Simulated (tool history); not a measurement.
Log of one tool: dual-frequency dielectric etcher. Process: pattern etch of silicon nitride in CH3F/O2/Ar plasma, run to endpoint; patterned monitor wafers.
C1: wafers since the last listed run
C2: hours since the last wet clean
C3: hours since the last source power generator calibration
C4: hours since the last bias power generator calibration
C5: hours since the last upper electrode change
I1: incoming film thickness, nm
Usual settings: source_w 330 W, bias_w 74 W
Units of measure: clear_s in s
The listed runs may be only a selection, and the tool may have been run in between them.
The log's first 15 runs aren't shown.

run 16 hour=903.8 | source_w=330 bias_w=67 | C1=692 C2=302.9 C3=2533.2 C4=373.5 C5=2232.3 | I1=50.10 | clear_s=74.6
run 17 hour=928.6 | source_w=330 bias_w=74 | C1=264 C2=327.7 C3=2558.0 C4=398.3 C5=2257.1 | I1=49.50 | clear_s=71.2
run 18 hour=962.6 | source_w=400 bias_w=56 | C1=362 C2=361.7 C3=2592.0 C4=432.3 C5=2291.1 | I1=49.71 | clear_s=71.7
run 19 hour=1014.7 | source_w=330 bias_w=81 | C1=555 C2=413.8 C3=2644.1 C4=484.4 C5=2343.2 | I1=50.01 | clear_s=69.9
run 20 hour=1048.6 | source_w=330 bias_w=84 | C1=361 C2=447.7 C3=2678.0 C4=518.3 C5=2377.1 | I1=50.35 | clear_s=69.3
run 21 hour=1090.8 | source_w=330 bias_w=74 | C1=449 C2=489.9 C3=2720.2 C4=560.5 C5=2419.3 | I1=49.85 | clear_s=71.2
run 22 hour=1134.9 | source_w=400 bias_w=74 | C1=470 C2=534.0 C3=2764.3 C4=604.6 C5=2463.4 | I1=50.15 | clear_s=66.3
run 23 hour=1183.2 | source_w=270 bias_w=84 | C1=515 C2=582.3 C3=2812.6 C4=652.9 C5=2511.7 | I1=49.94 | clear_s=75.2
-- hour=1236.6 upper electrode replaced
run 24 hour=1237.1 | source_w=380 bias_w=57 | C1=318 C2=636.2 C3=2866.5 C4=706.8 C5=0.5 | I1=50.04 | clear_s=73.2
run 25 hour=1280.5 | source_w=330 bias_w=74 | C1=462 C2=679.6 C3=2909.9 C4=750.2 C5=43.9 | I1=49.70 | clear_s=71.2
-- hour=1308.3 source power generator calibrated
-- hour=1329.2 wet clean of the chamber
run 26 hour=1423.8 | source_w=330 bias_w=74 | C1=1262 C2=94.6 C3=115.5 C4=893.5 C5=187.2 | I1=49.97 | clear_s=72.9
run 27 hour=1489.4 | source_w=330 bias_w=74 | C1=699 C2=160.2 C3=181.1 C4=959.1 C5=252.8 | I1=49.85 | clear_s=73.6
run 28 hour=1524.3 | source_w=290 bias_w=64 | C1=372 C2=195.1 C3=216.0 C4=994.0 C5=287.7 | I1=49.96 | clear_s=81.1
run 29 hour=1552.8 | source_w=330 bias_w=74 | C1=303 C2=223.6 C3=244.5 C4=1022.5 C5=316.2 | I1=50.04 | clear_s=73.5
run 30 hour=1582.5 | source_w=310 bias_w=59 | C1=316 C2=253.3 C3=274.2 C4=1052.2 C5=345.9 | I1=49.49 | clear_s=80.9
run 31 hour=1621.1 | source_w=330 bias_w=91 | C1=411 C2=291.9 C3=312.8 C4=1090.8 C5=384.5 | I1=49.65 | clear_s=68.3
run 32 hour=1665.8 | source_w=390 bias_w=74 | C1=476 C2=336.6 C3=357.5 C4=1135.5 C5=429.2 | I1=49.71 | clear_s=68.6

Here are 4 independent what-if runs from the current tool condition. What would each one return?
run A hour=1666.2 | source_w=330 bias_w=80 | C1=4 C2=337.0 C3=357.9 C4=1135.9 C5=429.6 | I1=50.37 | clear_s=?
run B hour=1666.2 | source_w=360 bias_w=60 | C1=4 C2=337.0 C3=357.9 C4=1135.9 C5=429.6 | I1=50.37 | clear_s=?
run C hour=1666.2 | source_w=290 bias_w=74 | C1=4 C2=337.0 C3=357.9 C4=1135.9 C5=429.6 | I1=50.37 | clear_s=?
run D hour=1666.2 | source_w=370 bias_w=74 | C1=4 C2=337.0 C3=357.9 C4=1135.9 C5=429.6 | I1=50.37 | clear_s=?

run=A clear_s=72.8
run=B clear_s=76.7
run=C clear_s=78.9
run=D clear_s=71.1
Without the tool's hidden state the same runs would have given:
run=A clear_s=72.2
run=B clear_s=76.0
run=C clear_s=78.3
run=D clear_s=70.5

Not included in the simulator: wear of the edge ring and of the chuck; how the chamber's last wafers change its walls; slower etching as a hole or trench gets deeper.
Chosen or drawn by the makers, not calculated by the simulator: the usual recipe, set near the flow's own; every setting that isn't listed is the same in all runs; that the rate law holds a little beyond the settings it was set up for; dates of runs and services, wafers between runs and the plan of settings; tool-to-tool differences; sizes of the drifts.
